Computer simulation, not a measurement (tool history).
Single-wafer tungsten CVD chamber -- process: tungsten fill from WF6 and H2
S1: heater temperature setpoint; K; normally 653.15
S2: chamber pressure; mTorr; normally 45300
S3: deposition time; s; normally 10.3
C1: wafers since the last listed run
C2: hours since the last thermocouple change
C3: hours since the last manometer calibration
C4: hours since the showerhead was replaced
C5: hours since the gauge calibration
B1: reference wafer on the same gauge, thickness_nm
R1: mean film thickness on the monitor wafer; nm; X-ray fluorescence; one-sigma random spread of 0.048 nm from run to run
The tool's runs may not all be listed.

run   hour      S1     S2    S3    C1     C2      C3      C4     C5      B1      R1
  1      0  649.15  45300  10.3     0  606.7  1691.6  7485.1  198.9  27.624  22.769
  2   42.7  653.15  45300   8.7  1616  649.4  1734.3  7527.8  241.6  27.605  20.732
  3   55.5  653.15  45300   8.7   484  662.2  1747.1  7540.6  254.4  27.587  20.693
  4   68.1  653.15  45300     9   476  674.8  1759.7  7553.2    267  27.591  21.453
  5   86.1  653.15  45300     9   681  692.8  1777.7  7571.2    285  27.603  21.469
  6  107.3  653.15  45300  11.3   802    714  1798.9  7592.4  306.2  27.629  27.107
  7  140.3  653.15  45300  11.3  1249    747  1831.9  7625.4  339.2  27.611  27.082
  8  161.9  653.15  45300  10.3   817  768.6  1853.5    7647  360.8  27.618  24.553
  9  189.9  653.15  45300  10.3  1059  796.6  1881.5    7675  388.8  27.614  24.599
 10  217.9  653.15  37000  10.3  1059  824.6  1909.5    7703  416.8  27.616  22.527
 11  240.8  643.15  35800  10.3   866  847.5  1932.4  7725.9  439.7  27.596  18.568
 12  255.5  653.15  45300  10.3   556  862.2  1947.1  7740.6  454.4  27.603  24.556
     276.4  -- showerhead replaced
 13  282.7  653.15  36400  10.3   726  889.4  1974.3     6.3  481.6  27.607  22.391
       301  -- gauge calibrated
 14  318.5  639.15  45300  10.3  1355  925.2  2010.1    42.1   17.5  27.597  19.107
 15  334.6  653.15  36800  10.3   609  941.3  2026.2    58.2   33.6  27.615  22.568
       351  -- thermocouple changed; heater temperature recalibrated
 16  366.8  653.15  45300  10.3   915   15.8  2058.4    90.4   65.8  27.584  23.569
 17  387.7  658.15  45300   9.5   791   36.7  2079.3   111.3   86.7  27.611  23.814
 18  400.5  653.15  36000  11.6   484   49.5  2092.1   124.1   99.5  27.604  24.115
     415.7  -- capacitance manometer re-zeroed and calibrated
 19  484.2  653.15  54700  10.3  2865  133.2    68.5   207.8  183.2  27.585  26.053
 20  497.7  647.15  51400  11.6   510  146.7      82   221.3  196.7  27.613  25.738
 21  523.1  666.15  45300   9.3   961  172.1   107.4   246.7  222.1  27.623  27.271

Consider 3 possible next runs. They are alternatives, not a sequence: every one starts from the tool as it was left by run 21. What does each give?
  A  523.5  640.15  45300  10.3  15  172.5  107.8  247.1  222.5   ?   ?
  B  523.5  648.15  40500     9  15  172.5  107.8  247.1  222.5   ?   ?
  C  523.5  643.15  49200  10.3  15  172.5  107.8  247.1  222.5   ?   ?

run      B1      R1
  A  27.578   18.98
  B  27.578   18.28
  C  27.578  20.801
Had the tool no hidden state, the same runs would have come out as:
run      R1
  A  18.616
  B  17.941
  C   20.41

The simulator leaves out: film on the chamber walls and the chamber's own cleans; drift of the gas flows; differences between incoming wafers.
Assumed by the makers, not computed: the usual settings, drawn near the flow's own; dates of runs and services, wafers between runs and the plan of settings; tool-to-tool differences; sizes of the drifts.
